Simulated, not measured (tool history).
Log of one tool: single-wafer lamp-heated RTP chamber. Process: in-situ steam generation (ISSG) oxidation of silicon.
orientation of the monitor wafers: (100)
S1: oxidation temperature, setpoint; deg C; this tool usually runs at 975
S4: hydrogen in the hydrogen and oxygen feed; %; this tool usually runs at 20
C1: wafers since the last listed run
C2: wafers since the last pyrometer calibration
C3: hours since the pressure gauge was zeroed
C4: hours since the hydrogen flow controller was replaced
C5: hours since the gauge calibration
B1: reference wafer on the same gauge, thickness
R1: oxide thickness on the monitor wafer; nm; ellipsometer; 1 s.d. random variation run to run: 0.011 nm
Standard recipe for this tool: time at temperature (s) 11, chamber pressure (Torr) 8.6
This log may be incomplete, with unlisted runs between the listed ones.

{"run": 1, "hour": 0.0, "S1": 975, "time at temperature (s)": 11, "chamber pressure (Torr)": 8.6, "S4": 20, "C1": 0, "C2": 4356, "C3": 3574.4, "C4": 4526.1, "C5": 1057.5, "B1": 3.449, "R1": 3.695}
{"run": 2, "hour": 45.8, "S1": 975, "time at temperature (s)": 11, "chamber pressure (Torr)": 8.6, "S4": 20, "C1": 635, "C2": 4992, "C3": 3620.2, "C4": 4571.9, "C5": 1103.3, "B1": 3.449, "R1": 3.691}
{"run": 3, "hour": 86.0, "S1": 975, "time at temperature (s)": 11, "chamber pressure (Torr)": 8.6, "S4": 20, "C1": 558, "C2": 5550, "C3": 3660.4, "C4": 4612.1, "C5": 1143.5, "B1": 3.451, "R1": 3.716}
{"hour": 192.1, "done": "pyrometer window cleaned and pyrometer calibrated"}
{"run": 4, "hour": 217.0, "S1": 975, "time at temperature (s)": 11, "chamber pressure (Torr)": 8.6, "S4": 20, "C1": 1707, "C2": 345, "C3": 3791.4, "C4": 4743.1, "C5": 1274.5, "B1": 3.451, "R1": 3.646}
{"run": 5, "hour": 277.1, "S1": 975, "time at temperature (s)": 11, "chamber pressure (Torr)": 8.6, "S4": 20, "C1": 834, "C2": 1180, "C3": 3851.5, "C4": 4803.2, "C5": 1334.6, "B1": 3.449, "R1": 3.644}
{"run": 6, "hour": 330.3, "S1": 975, "time at temperature (s)": 11, "chamber pressure (Torr)": 8.6, "S4": 20, "C1": 738, "C2": 1919, "C3": 3904.7, "C4": 4856.4, "C5": 1387.8, "B1": 3.449, "R1": 3.673}
{"hour": 336.0, "done": "gauge calibrated"}
{"run": 7, "hour": 380.1, "S1": 968, "time at temperature (s)": 11, "chamber pressure (Torr)": 8.6, "S4": 20, "C1": 691, "C2": 2610, "C3": 3954.5, "C4": 4906.2, "C5": 44.1, "B1": 3.45, "R1": 3.608}
{"run": 8, "hour": 417.8, "S1": 975, "time at temperature (s)": 11, "chamber pressure (Torr)": 8.6, "S4": 20, "C1": 523, "C2": 3134, "C3": 3992.2, "C4": 4943.9, "C5": 81.8, "B1": 3.452, "R1": 3.694}
{"hour": 484.0, "done": "hydrogen flow controller replaced"}
{"run": 9, "hour": 488.5, "S1": 975, "time at temperature (s)": 11, "chamber pressure (Torr)": 8.6, "S4": 20, "C1": 870, "C2": 4004, "C3": 4062.9, "C4": 4.5, "C5": 152.5, "B1": 3.45, "R1": 3.701}
{"run": 10, "hour": 544.6, "S1": 975, "time at temperature (s)": 11, "chamber pressure (Torr)": 8.6, "S4": 20, "C1": 778, "C2": 4783, "C3": 4119, "C4": 60.6, "C5": 208.6, "B1": 3.449, "R1": 3.723}
{"run": 11, "hour": 572.1, "S1": 968, "time at temperature (s)": 10, "chamber pressure (Torr)": 7.4, "S4": 12, "C1": 381, "C2": 5165, "C3": 4146.5, "C4": 88.1, "C5": 236.1, "B1": 3.448, "R1": 3.088}
{"run": 12, "hour": 598.0, "S1": 975, "time at temperature (s)": 11, "chamber pressure (Torr)": 8.6, "S4": 20, "C1": 359, "C2": 5525, "C3": 4172.4, "C4": 114, "C5": 262, "B1": 3.451, "R1": 3.719}
{"run": 13, "hour": 633.6, "S1": 975, "time at temperature (s)": 11, "chamber pressure (Torr)": 8.6, "S4": 23, "C1": 494, "C2": 6019, "C3": 4208, "C4": 149.6, "C5": 297.6, "B1": 3.453, "R1": 3.844}
{"run": 14, "hour": 662.8, "S1": 975, "time at temperature (s)": 8, "chamber pressure (Torr)": 8.6, "S4": 20, "C1": 405, "C2": 6424, "C3": 4237.2, "C4": 178.8, "C5": 326.8, "B1": 3.448, "R1": 3.284}
{"run": 15, "hour": 720.3, "S1": 967, "time at temperature (s)": 11, "chamber pressure (Torr)": 8.6, "S4": 16, "C1": 798, "C2": 7223, "C3": 4294.7, "C4": 236.3, "C5": 384.3, "B1": 3.45, "R1": 3.456}
{"run": 16, "hour": 759.2, "S1": 975, "time at temperature (s)": 11, "chamber pressure (Torr)": 8.6, "S4": 20, "C1": 540, "C2": 7763, "C3": 4333.6, "C4": 275.2, "C5": 423.2, "B1": 3.45, "R1": 3.737}
{"hour": 787.6, "done": "pyrometer window cleaned and pyrometer calibrated"}
{"run": 17, "hour": 946.9, "S1": 975, "time at temperature (s)": 11, "chamber pressure (Torr)": 9.9, "S4": 27, "C1": 2495, "C2": 2212, "C3": 4521.3, "C4": 462.9, "C5": 610.9, "B1": 3.451, "R1": 3.856}
{"hour": 997.8, "done": "pressure gauge zeroed"}
{"run": 18, "hour": 999.4, "S1": 968, "time at temperature (s)": 10, "chamber pressure (Torr)": 8.6, "S4": 17, "C1": 617, "C2": 2830, "C3": 1.6, "C4": 515.4, "C5": 663.4, "B1": 3.45, "R1": 3.354}
{"run": 19, "hour": 1024.7, "S1": 975, "time at temperature (s)": 11, "chamber pressure (Torr)": 8.2, "S4": 20, "C1": 351, "C2": 3181, "C3": 26.9, "C4": 540.7, "C5": 688.7, "B1": 3.45, "R1": 3.687}
{"run": 20, "hour": 1052.5, "S1": 975, "time at temperature (s)": 11, "chamber pressure (Torr)": 8.6, "S4": 20, "C1": 386, "C2": 3567, "C3": 54.7, "C4": 568.5, "C5": 716.5, "B1": 3.449, "R1": 3.692}
{"run": 21, "hour": 1115.8, "S1": 975, "time at temperature (s)": 8, "chamber pressure (Torr)": 10, "S4": 15, "C1": 878, "C2": 4446, "C3": 118, "C4": 631.8, "C5": 779.8, "B1": 3.452, "R1": 2.99}
{"run": 22, "hour": 1154.9, "S1": 975, "time at temperature (s)": 11, "chamber pressure (Torr)": 7.7, "S4": 29, "C1": 542, "C2": 4989, "C3": 157.1, "C4": 670.9, "C5": 818.9, "B1": 3.449, "R1": 4.12}
{"run": 23, "hour": 1224.4, "S1": 975, "time at temperature (s)": 11, "chamber pressure (Torr)": 9, "S4": 20, "C1": 965, "C2": 5954, "C3": 226.6, "C4": 740.4, "C5": 888.4, "B1": 3.449, "R1": 3.725}
{"run": 24, "hour": 1270.5, "S1": 975, "time at temperature (s)": 8, "chamber pressure (Torr)": 8.6, "S4": 20, "C1": 640, "C2": 6594, "C3": 272.7, "C4": 786.5, "C5": 934.5, "B1": 3.449, "R1": 3.277}
{"run": 25, "hour": 1331.6, "S1": 975, "time at temperature (s)": 11, "chamber pressure (Torr)": 8.6, "S4": 29, "C1": 848, "C2": 7443, "C3": 333.8, "C4": 847.6, "C5": 995.6, "B1": 3.45, "R1": 4.136}
{"hour": 1366.3, "done": "pyrometer window cleaned and pyrometer calibrated"}
{"run": 26, "hour": 1366.8, "S1": 975, "time at temperature (s)": 11, "chamber pressure (Torr)": 8.6, "S4": 20, "C1": 377, "C2": 6, "C3": 369, "C4": 882.8, "C5": 1030.8, "B1": 3.449, "R1": 3.665}
{"run": 27, "hour": 1502.5, "S1": 975, "time at temperature (s)": 11, "chamber pressure (Torr)": 8.6, "S4": 14, "C1": 1884, "C2": 1890, "C3": 504.7, "C4": 1018.5, "C5": 1166.5, "B1": 3.449, "R1": 3.368}
{"run": 28, "hour": 1571.4, "S1": 975, "time at temperature (s)": 11, "chamber pressure (Torr)": 8.6, "S4": 20, "C1": 956, "C2": 2847, "C3": 573.6, "C4": 1087.4, "C5": 1235.4, "B1": 3.452, "R1": 3.678}
{"run": 29, "hour": 1633.8, "S1": 988, "time at temperature (s)": 11, "chamber pressure (Torr)": 7.4, "S4": 20, "C1": 866, "C2": 3713, "C3": 636, "C4": 1149.8, "C5": 1297.8, "B1": 3.451, "R1": 3.85}
{"run": 30, "hour": 1664.1, "S1": 964, "time at temperature (s)": 12, "chamber pressure (Torr)": 9.6, "S4": 25, "C1": 420, "C2": 4134, "C3": 666.3, "C4": 1180.1, "C5": 1328.1, "B1": 3.451, "R1": 3.856}

Hidden state or all else? Some run-to-run changes of R1, split into what the settings, what came in and random variation would give without the hidden state, and what is left for the hidden state (with any gauge scatter that isn't in both results):
Hidden state present: true wafer temperature minus pyrometer reading, K; true pressure minus gauge reading, Torr; deviation of the hydrogen flow from its setpoint, %; gauge reads high (%).
Run 3 -> 4: pyrometer window cleaned and pyrometer calibrated. R1 -0.07 nm: hidden state -0.061, all else -0.009.
Run 16 -> 17: chamber pressure (Torr) 8.6 -> 9.9, S4 20 -> 27, pyrometer window cleaned and pyrometer calibrated. R1 +0.119 nm: hidden state -0.079, all else +0.198.
Run 20 -> 21: time at temperature (s) 11 -> 8, chamber pressure (Torr) 8.6 -> 10, S4 20 -> 15. R1 -0.702 nm: hidden state -0.01, all else -0.692.
Run 21 -> 22: time at temperature (s) 8 -> 11, chamber pressure (Torr) 10 -> 7.7, S4 15 -> 29. R1 +1.13 nm: hidden state +0.039, all else +1.091.
Run 24 -> 25: time at temperature (s) 8 -> 11, S4 20 -> 29. R1 +0.859 nm: hidden state +0.048, all else +0.811.
Run 25 -> 26: S4 29 -> 20, pyrometer window cleaned and pyrometer calibrated. R1 -0.471 nm: hidden state -0.116, all else -0.355.
